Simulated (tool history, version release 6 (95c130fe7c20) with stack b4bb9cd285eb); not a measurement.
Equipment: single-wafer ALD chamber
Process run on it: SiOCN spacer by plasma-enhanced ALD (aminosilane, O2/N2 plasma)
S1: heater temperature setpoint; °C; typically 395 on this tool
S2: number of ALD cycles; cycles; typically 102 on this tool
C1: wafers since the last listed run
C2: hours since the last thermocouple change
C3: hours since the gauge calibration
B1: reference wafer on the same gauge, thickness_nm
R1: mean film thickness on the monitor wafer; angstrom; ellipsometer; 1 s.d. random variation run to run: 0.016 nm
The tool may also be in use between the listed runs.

run 1 hour=0 | S1=385 S2=102 | C1=0 C2=1512.7 C3=120.1 | B1=7.554 | R1=63.5
run 2 hour=61.2 | S1=385 S2=102 | C1=184 C2=1573.9 C3=181.3 | B1=7.538 | R1=63.72
run 3 hour=145.9 | S1=386 S2=111 | C1=255 C2=1658.6 C3=266 | B1=7.538 | R1=69.31
run 4 hour=392.8 | S1=386 S2=111 | C1=746 C2=1905.5 C3=512.9 | B1=7.531 | R1=69.08
run 5 hour=484.3 | S1=386 S2=111 | C1=276 C2=1997 C3=604.4 | B1=7.545 | R1=69.35
run 6 hour=547.1 | S1=395 S2=102 | C1=189 C2=2059.8 C3=667.2 | B1=7.538 | R1=63.55
run 7 hour=642.9 | S1=395 S2=102 | C1=289 C2=2155.6 C3=763 | B1=7.526 | R1=63.31
run 8 hour=699.8 | S1=395 S2=102 | C1=171 C2=2212.5 C3=819.9 | B1=7.541 | R1=63.29
run 9 hour=739.2 | S1=395 S2=102 | C1=119 C2=2251.9 C3=859.3 | B1=7.544 | R1=63.55
run 10 hour=777.8 | S1=395 S2=102 | C1=116 C2=2290.5 C3=897.9 | B1=7.542 | R1=63.46
run 11 hour=837.7 | S1=395 S2=102 | C1=181 C2=2350.4 C3=957.8 | B1=7.55 | R1=63.39
run 12 hour=907.2 | S1=395 S2=102 | C1=210 C2=2419.9 C3=1027.3 | B1=7.536 | R1=63.32
run 13 hour=996.3 | S1=387 S2=89 | C1=269 C2=2509 C3=1116.4 | B1=7.537 | R1=55.34
-- hour=1013.6 gauge calibrated
run 14 hour=1042.7 | S1=405 S2=117 | C1=140 C2=2555.4 C3=29.1 | B1=7.537 | R1=71.05
-- hour=1062.5 thermocouple changed; heater temperature recalibrated
run 15 hour=1125.2 | S1=400 S2=110 | C1=225 C2=62.7 C3=111.6 | B1=7.544 | R1=68.27
run 16 hour=1213.3 | S1=403 S2=114 | C1=266 C2=150.8 C3=199.7 | B1=7.534 | R1=69.92
run 17 hour=1307 | S1=395 S2=118 | C1=283 C2=244.5 C3=293.4 | B1=7.54 | R1=73.56
run 18 hour=1405.5 | S1=395 S2=102 | C1=297 C2=343 C3=391.9 | B1=7.542 | R1=63.17
run 19 hour=1455.9 | S1=401 S2=89 | C1=152 C2=393.4 C3=442.3 | B1=7.542 | R1=55.17
run 20 hour=1528.9 | S1=406 S2=118 | C1=220 C2=466.4 C3=515.3 | B1=7.54 | R1=71.98
run 21 hour=1634.5 | S1=405 S2=102 | C1=319 C2=572 C3=620.9 | B1=7.554 | R1=61.99
run 22 hour=1732.6 | S1=395 S2=102 | C1=296 C2=670.1 C3=719 | B1=7.546 | R1=63.37
run 23 hour=1772.5 | S1=395 S2=102 | C1=120 C2=710 C3=758.9 | B1=7.533 | R1=63.45
run 24 hour=1855.4 | S1=395 S2=102 | C1=250 C2=792.9 C3=841.8 | B1=7.536 | R1=63.56

Alternative continuations, all from the tool just after run 24; predict every row:
run A hour=1856 | S1=395 S2=102 | C1=1 C2=793.5 C3=842.4 | B1=? | R1=?
run B hour=1856 | S1=389 S2=85 | C1=1 C2=793.5 C3=842.4 | B1=? | R1=?
run C hour=1856 | S1=382 S2=113 | C1=1 C2=793.5 C3=842.4 | B1=? | R1=?
run D hour=1856 | S1=395 S2=82 | C1=1 C2=793.5 C3=842.4 | B1=? | R1=?
run E hour=1856 | S1=383 S2=87 | C1=1 C2=793.5 C3=842.4 | B1=? | R1=?

run=A B1=7.535 R1=63.63
run=B B1=7.535 R1=53.02
run=C B1=7.535 R1=70.49
run=D B1=7.535 R1=51.15
run=E B1=7.535 R1=54.27
Take away the tool's hidden state, keep each run's random variation, and the runs would have read:
run=A R1=63.63
run=B R1=53.02
run=C R1=70.49
run=D R1=51.15
run=E R1=54.27
